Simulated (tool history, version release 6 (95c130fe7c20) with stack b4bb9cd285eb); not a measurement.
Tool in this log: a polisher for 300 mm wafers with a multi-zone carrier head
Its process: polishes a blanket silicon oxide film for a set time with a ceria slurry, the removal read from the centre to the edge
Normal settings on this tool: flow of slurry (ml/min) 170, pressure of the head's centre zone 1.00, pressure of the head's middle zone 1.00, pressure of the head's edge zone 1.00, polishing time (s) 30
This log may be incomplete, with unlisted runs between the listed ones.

run	hour	flow of slurry (ml/min)	pressure of the head's centre zone	pressure of the head's middle zone	pressure of the head's edge zone	polishing time (s)	wafers since the last listed run	wafers polished on this pad	hours since the slurry nozzle was cleaned	hours since the centre zone pressure was calibrated	hours since the edge zone pressure was calibrated	hours since the carrier head's membrane was replaced	incoming thickness of the incoming film, nm	film removed at the wafer's centre (nm)	film removed at mid-radius (nm)	film removed at the wafer's edge (nm)
1	0.0	170	1.00	1.00	1.00	30	0	1640	50.9	323.1	472.1	664.7	1828.5	122.2	123.9	127.4
2	102.9	170	1.00	1.00	1.00	23	762	2403	153.8	426.0	575.0	767.6	1807.5	91.4	92.0	94.0
# hour 165.3: carrier head's membrane replaced by a new one
3	170.3	170	1.00	1.00	1.00	23	462	2866	221.2	493.4	642.4	5.0	1820.5	89.1	88.6	90.6
# hour 177.8: worn pad replaced by a new one
4	223.7	170	1.00	1.00	1.00	30	366	340	274.6	546.8	695.8	58.4	1831.4	126.2	125.7	126.8
# hour 314.5: slurry nozzle cleaned
5	328.8	170	1.00	1.00	1.09	30	771	1112	14.3	651.9	800.9	163.5	1821.9	126.3	124.4	133.8
# hour 386.7: edge zone pressure recalibrated
6	413.5	170	1.00	1.00	1.09	30	613	1725	99.0	736.6	26.8	248.2	1811.4	123.3	121.7	132.2
7	515.3	170	1.00	1.00	1.09	30	754	2479	200.8	838.4	128.6	350.0	1799.0	118.4	117.7	125.8
8	574.0	170	1.00	1.00	1.00	22	435	2915	259.5	897.1	187.3	408.7	1803.0	84.1	85.7	87.3
# hour 628.8: worn pad replaced by a new one
# hour 652.9: centre zone pressure recalibrated
9	675.9	170	1.00	1.00	1.00	30	711	334	361.4	23.0	289.2	510.6	1837.6	126.8	125.4	127.8
# hour 717.6: slurry nozzle cleaned
10	726.5	170	1.00	1.00	1.00	30	367	701	8.9	73.6	339.8	561.2	1777.4	125.5	125.3	128.9
11	767.2	170	1.00	1.00	1.00	30	301	1003	49.6	114.3	380.5	601.9	1803.3	124.7	124.4	128.2
12	853.3	225	0.89	0.92	0.93	30	638	1641	135.7	200.4	466.6	688.0	1807.5	119.1	119.2	123.2
13	913.6	170	1.00	1.05	1.00	26	447	2089	196.0	260.7	526.9	748.3	1811.7	104.8	108.4	108.4
14	956.3	170	1.00	1.00	1.00	30	316	2405	238.7	303.4	569.6	791.0	1825.5	118.7	117.3	122.2
15	992.9	150	1.00	1.00	1.09	35	271	2676	275.3	340.0	606.2	827.6	1778.7	132.7	133.5	142.8
# hour 1035.6: edge zone pressure recalibrated
# hour 1058.9: worn pad replaced by a new one
16	1076.9	170	1.00	1.00	1.00	30	578	133	359.3	424.0	41.3	911.6	1811.6	129.4	128.2	131.0
# hour 1162.7: carrier head's membrane replaced by a new one
17	1165.8	195	1.00	1.05	1.06	33	622	755	448.2	512.9	130.2	3.1	1803.5	144.8	149.8	152.1
# hour 1198.9: slurry nozzle cleaned
18	1213.3	170	1.00	1.00	1.00	30	344	1100	14.4	560.4	177.7	50.6	1826.8	128.2	128.2	128.8
19	1316.9	130	1.00	1.00	1.07	30	768	1868	118.0	664.0	281.3	154.2	1838.2	115.4	116.2	123.7
20	1383.0	220	0.91	1.00	0.96	30	490	2358	184.1	730.1	347.4	220.3	1785.1	118.4	126.1	123.1
21	1454.6	215	1.12	1.00	1.08	21	530	2889	255.7	801.7	419.0	291.9	1818.2	93.7	86.2	88.5
# hour 1493.3: worn pad replaced by a new one
22	1535.2	170	1.00	1.00	0.90	30	567	310	336.3	882.3	499.6	372.5	1783.2	126.5	128.5	125.5
# hour 1584.3: slurry nozzle cleaned
23	1613.6	215	1.10	0.91	1.00	30	573	884	29.3	960.7	578.0	450.9	1819.0	142.4	122.2	135.1

Below are 3 alternative next runs, each starting from the tool's condition after run 23. Predict each:
A	1614.0	170	1.00	1.00	1.00	30	2	887	29.7	961.1	578.4	451.3	1802.4	?	?	?
B	1614.0	225	1.00	1.10	1.00	23	2	887	29.7	961.1	578.4	451.3	1802.4	?	?	?
C	1614.0	200	1.00	1.00	1.00	30	2	887	29.7	961.1	578.4	451.3	1802.4	?	?	?

run	film removed at the wafer's centre (nm)	film removed at mid-radius (nm)	film removed at the wafer's edge (nm)
A	126.9	127.4	128.4
B	102.3	110.0	101.6
C	130.9	131.0	131.0
Had the tool no hidden state, the same runs would have come out as:
run	film removed at the wafer's centre (nm)	film removed at mid-radius (nm)	film removed at the wafer's edge (nm)
A	128.4	129.0	129.9
B	103.6	111.4	102.8
C	132.5	132.6	132.6

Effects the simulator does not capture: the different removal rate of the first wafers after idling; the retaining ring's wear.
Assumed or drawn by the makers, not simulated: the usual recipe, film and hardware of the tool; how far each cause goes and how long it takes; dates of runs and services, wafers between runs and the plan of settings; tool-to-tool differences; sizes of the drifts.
